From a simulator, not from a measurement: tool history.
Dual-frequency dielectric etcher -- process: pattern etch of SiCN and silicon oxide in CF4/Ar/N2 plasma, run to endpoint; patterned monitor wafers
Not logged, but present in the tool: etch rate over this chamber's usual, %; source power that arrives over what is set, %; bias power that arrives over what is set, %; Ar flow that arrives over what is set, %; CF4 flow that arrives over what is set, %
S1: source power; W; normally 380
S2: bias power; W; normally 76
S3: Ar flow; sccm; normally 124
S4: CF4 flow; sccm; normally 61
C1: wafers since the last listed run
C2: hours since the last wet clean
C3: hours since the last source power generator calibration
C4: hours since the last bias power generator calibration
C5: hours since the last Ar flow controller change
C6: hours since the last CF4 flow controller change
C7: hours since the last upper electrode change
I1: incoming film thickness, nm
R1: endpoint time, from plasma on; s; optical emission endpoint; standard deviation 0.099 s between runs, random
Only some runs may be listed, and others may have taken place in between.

Run 1, day 0.000: usual settings but S3 135 sccm; C1 0; C2 277.6; C3 3030.4; C4 3895.0; C5 3286.9; C6 782.0; C7 2618.1; I1 11.71. Result: R1 17.1 s.
Run 2, day 3.862: usual settings but S3 135 sccm; C1 1599; C2 370.3; C3 3123.1; C4 3987.7; C5 3379.6; C6 874.7; C7 2710.8; I1 11.74. Result: R1 17.4 s.
Run 3, day 5.425: usual settings; C1 647; C2 407.8; C3 3160.6; C4 4025.2; C5 3417.1; C6 912.2; C7 2748.3; I1 11.69. Result: R1 17.2 s.
Run 4, day 6.971: usual settings; C1 640; C2 444.9; C3 3197.7; C4 4062.3; C5 3454.2; C6 949.3; C7 2785.4; I1 11.57. Result: R1 16.8 s.
At day 8.312: wet clean of the chamber.
Run 5, day 11.371: usual settings; C1 1407; C2 73.4; C3 3303.3; C4 4167.9; C5 3559.8; C6 1054.9; C7 2891.0; I1 11.76. Result: R1 17.3 s.
Run 6, day 14.421: usual settings; C1 1263; C2 146.6; C3 3376.5; C4 4241.1; C5 3633.0; C6 1128.1; C7 2964.2; I1 11.74. Result: R1 17.4 s.
Run 7, day 18.254: usual settings; C1 1587; C2 238.6; C3 3468.5; C4 4333.1; C5 3725.0; C6 1220.1; C7 3056.2; I1 11.75. Result: R1 17.3 s.
At day 20.188: bias power generator calibrated.
Run 8, day 21.788: usual settings but S2 67 W; C1 1394; C2 323.4; C3 3553.3; C4 38.4; C5 3809.8; C6 1304.9; C7 3141.0; I1 11.68. Result: R1 17.6 s.
Run 9, day 23.917: usual settings but S4 64 sccm; C1 881; C2 374.5; C3 3604.4; C4 89.5; C5 3860.9; C6 1356.0; C7 3192.1; I1 11.65. Result: R1 16.7 s.
At day 24.804: Ar flow controller replaced.
At day 26.250: CF4 flow controller replaced.
Run 10, day 28.233: usual settings; C1 1580; C2 478.1; C3 3708.0; C4 193.1; C5 82.3; C6 47.6; C7 3295.7; I1 11.71. Result: R1 17.0 s.
At day 30.033: wet clean of the chamber.
Run 11, day 39.708: usual settings but S1 340 W, S2 82 W, S4 70 sccm; C1 4337; C2 232.2; C3 3983.4; C4 468.5; C5 357.7; C6 323.0; C7 3571.1; I1 11.73. Result: R1 17.9 s.
Run 12, day 43.262: usual settings but S3 111 sccm; C1 1471; C2 317.5; C3 4068.7; C4 553.8; C5 443.0; C6 408.3; C7 3656.4; I1 11.73. Result: R1 17.1 s.
At day 45.038: upper electrode replaced.
Run 13, day 47.708: usual settings but S1 330 W, S2 62 W, S3 143 sccm; C1 1426; C2 424.2; C3 4175.4; C4 660.5; C5 549.7; C6 515.0; C7 64.1; I1 11.71. Result: R1 20.8 s.
At day 50.154: wet clean of the chamber.
Run 14, day 51.012: usual settings but S4 48 sccm; C1 954; C2 20.6; C3 4254.7; C4 739.8; C5 629.0; C6 594.3; C7 143.4; I1 11.66. Result: R1 18.2 s.
Run 15, day 54.062: usual settings but S2 58 W, S3 140 sccm, S4 48 sccm; C1 1263; C2 93.8; C3 4327.9; C4 813.0; C5 702.2; C6 667.5; C7 216.6; I1 11.83. Result: R1 20.0 s.
Run 16, day 55.592: usual settings but S2 58 W; C1 633; C2 130.5; C3 4364.6; C4 849.7; C5 738.9; C6 704.2; C7 253.3; I1 11.74. Result: R1 18.4 s.
At day 56.238: source power generator calibrated.
Run 17, day 58.512: usual settings but S1 330 W; C1 1140; C2 200.6; C3 54.6; C4 919.8; C5 809.0; C6 774.3; C7 323.4; I1 11.68. Result: R1 19.3 s.
Run 18, day 61.283: usual settings but S1 350 W, S3 137 sccm; C1 1147; C2 267.1; C3 121.1; C4 986.3; C5 875.5; C6 840.8; C7 389.9; I1 11.70. Result: R1 18.6 s.
Run 19, day 65.517: usual settings; C1 1753; C2 368.7; C3 222.7; C4 1087.9; C5 977.1; C6 942.4; C7 491.5; I1 11.81. Result: R1 17.4 s.
Run 20, day 67.233: usual settings but S1 350 W, S2 60 W; C1 710; C2 409.9; C3 263.9; C4 1129.1; C5 1018.3; C6 983.6; C7 532.7; I1 11.72. Result: R1 19.5 s.
Run 21, day 69.100: usual settings but S3 144 sccm, S4 51 sccm; C1 773; C2 454.7; C3 308.7; C4 1173.9; C5 1063.1; C6 1028.4; C7 577.5; I1 11.63. Result: R1 18.2 s.
At day 70.608: wet clean of the chamber.
Run 22, day 73.046: usual settings; C1 1219; C2 58.5; C3 403.4; C4 1268.6; C5 1157.8; C6 1123.1; C7 672.2; I1 11.76. Result: R1 17.4 s.
Run 23, day 74.883: usual settings but S1 420 W, S2 62 W, S4 71 sccm; C1 760; C2 102.6; C3 447.5; C4 1312.7; C5 1201.9; C6 1167.2; C7 716.3; I1 11.72. Result: R1 16.1 s.

5 options for the next run, each taken on its own from the tool as it stands now. Forecast them:
Run A, day 74.900: usual settings; C1 6; C2 103.0; C3 447.9; C4 1313.1; C5 1202.3; C6 1167.6; C7 716.7; I1 11.64. Result: R1 ?.
Run B, day 74.900: usual settings but S2 65 W, S4 71 sccm; C1 6; C2 103.0; C3 447.9; C4 1313.1; C5 1202.3; C6 1167.6; C7 716.7; I1 11.64. Result: R1 ?.
Run C, day 74.900: usual settings but S1 310 W, S4 56 sccm; C1 6; C2 103.0; C3 447.9; C4 1313.1; C5 1202.3; C6 1167.6; C7 716.7; I1 11.64. Result: R1 ?.
Run D, day 74.900: usual settings but S1 320 W, S2 59 W, S4 56 sccm; C1 6; C2 103.0; C3 447.9; C4 1313.1; C5 1202.3; C6 1167.6; C7 716.7; I1 11.64. Result: R1 ?.
Run E, day 74.900: usual settings but S2 93 W, S3 100 sccm; C1 6; C2 103.0; C3 447.9; C4 1313.1; C5 1202.3; C6 1167.6; C7 716.7; I1 11.64. Result: R1 ?.

run    R1
  A  17.0
  B  17.1
  C  20.6
  D  21.3
  E  15.8
Take away the tool's hidden state, keep each run's random variation, and the runs would have read:
run    R1
  A  16.7
  B  16.7
  C  20.2
  D  20.9
  E  15.5

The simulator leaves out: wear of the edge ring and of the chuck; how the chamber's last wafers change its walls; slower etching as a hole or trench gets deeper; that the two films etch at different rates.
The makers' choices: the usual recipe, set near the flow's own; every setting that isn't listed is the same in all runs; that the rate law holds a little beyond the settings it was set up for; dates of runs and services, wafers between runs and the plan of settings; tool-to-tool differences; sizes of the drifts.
